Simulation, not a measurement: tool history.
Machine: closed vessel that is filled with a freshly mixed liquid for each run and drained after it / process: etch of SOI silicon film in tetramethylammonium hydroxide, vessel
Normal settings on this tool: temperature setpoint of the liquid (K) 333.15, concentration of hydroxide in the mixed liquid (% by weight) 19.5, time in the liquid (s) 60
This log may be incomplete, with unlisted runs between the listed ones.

run    hour  temperature setpoint of the liquid (K)  concentration of hydroxide in the mixed liquid (% by weight)  time in the liquid (s)  read-back film thickness of the SOI silicon film reference wafer, read on the same gauge (nm)  thickness taken off the SOI silicon film on a monitor wafer (Å)
  1     0.0                                  333.15                                                          19.5                      60                                                                                          99.98                                                           1483.5
  2    41.2                                  333.15                                                          19.5                      60                                                                                          99.99                                                           1483.6
  3   100.0                                  337.15                                                          19.5                      60                                                                                         100.01                                                           1892.8
      119.5  -- gauge calibrated
  4   147.8                                  337.15                                                          19.5                      60                                                                                         100.07                                                           1889.3
  5   187.9                                  339.15                                                          19.5                      80                                                                                         100.03                                                           2847.8
  6   230.8                                  339.15                                                          19.5                      80                                                                                         100.04                                                           2800.7
  7   260.0                                  333.15                                                          19.5                      60                                                                                          99.95                                                           1460.0
  8   311.9                                  333.15                                                          19.5                      60                                                                                         100.00                                                           1452.2
  9   371.7                                  333.15                                                          19.5                      60                                                                                         100.01                                                           1446.5
 10   427.0                                  333.15                                                          19.5                      60                                                                                          99.98                                                           1449.0
      447.6  -- hydroxide flow meter replaced
 11   463.9                                  333.15                                                          19.5                      60                                                                                         100.02                                                           1496.7
 12   490.3                                  333.15                                                          19.5                      60                                                                                          99.98                                                           1484.8
 13   523.2                                  333.15                                                          19.5                      60                                                                                         100.04                                                           1475.7
 14   595.0                                  326.15                                                          14.0                      30                                                                                         100.01                                                            538.8
      629.4  -- thermometer replaced
 15   632.9                                  338.15                                                          13.5                      90                                                                                          99.97                                                           3923.9
 16   676.1                                  333.15                                                          19.5                      50                                                                                         100.00                                                           1371.8
 17   743.0                                  329.15                                                          16.0                      30                                                                                         100.01                                                            686.6
 18   787.5                                  337.15                                                          19.5                      60                                                                                          99.94                                                           2080.9
      800.2  -- gauge calibrated
 19   849.0                                  330.15                                                          22.5                      40                                                                                          99.97                                                            796.2
 20   884.2                                  333.15                                                          19.5                      70                                                                                         100.04                                                           1885.7
 21   940.7                                  337.15                                                          13.5                      35                                                                                          99.95                                                           1397.3
 22   978.5                                  333.15                                                          15.0                      85                                                                                          99.98                                                           2525.9
 23  1042.7                                  337.65                                                          19.5                      30                                                                                         100.04                                                           1051.0

5 ways to go on from here, each from the tool as it stands after run 23. What would each give?
  A  1043.4                                  333.15                                                          19.5                      60                                                                                              ?                                                                ?
  B  1043.4                                  338.15                                                          19.5                      60                                                                                              ?                                                                ?
  C  1043.4                                  333.15                                                          14.5                      95                                                                                              ?                                                                ?
  D  1043.4                                  339.65                                                          19.5                      35                                                                                              ?                                                                ?
  E  1043.4                                  333.15                                                          14.5                      60                                                                                              ?                                                                ?

run  read-back film thickness of the SOI silicon film reference wafer, read on the same gauge (nm)  thickness taken off the SOI silicon film on a monitor wafer (Å)
  A                                                                                          99.97                                                           1591.5
  B                                                                                          99.97                                                           2164.6
  C                                                                                          99.97                                                           2837.1
  D                                                                                          99.97                                                           1382.2
  E                                                                                          99.97                                                           1791.8
Had the tool no hidden state, the same runs would have come out as:
run  thickness taken off the SOI silicon film on a monitor wafer (Å)
  A                                                           1664.2
  B                                                           2261.8
  C                                                           2965.7
  D                                                           1444.0
  E                                                           1873.1

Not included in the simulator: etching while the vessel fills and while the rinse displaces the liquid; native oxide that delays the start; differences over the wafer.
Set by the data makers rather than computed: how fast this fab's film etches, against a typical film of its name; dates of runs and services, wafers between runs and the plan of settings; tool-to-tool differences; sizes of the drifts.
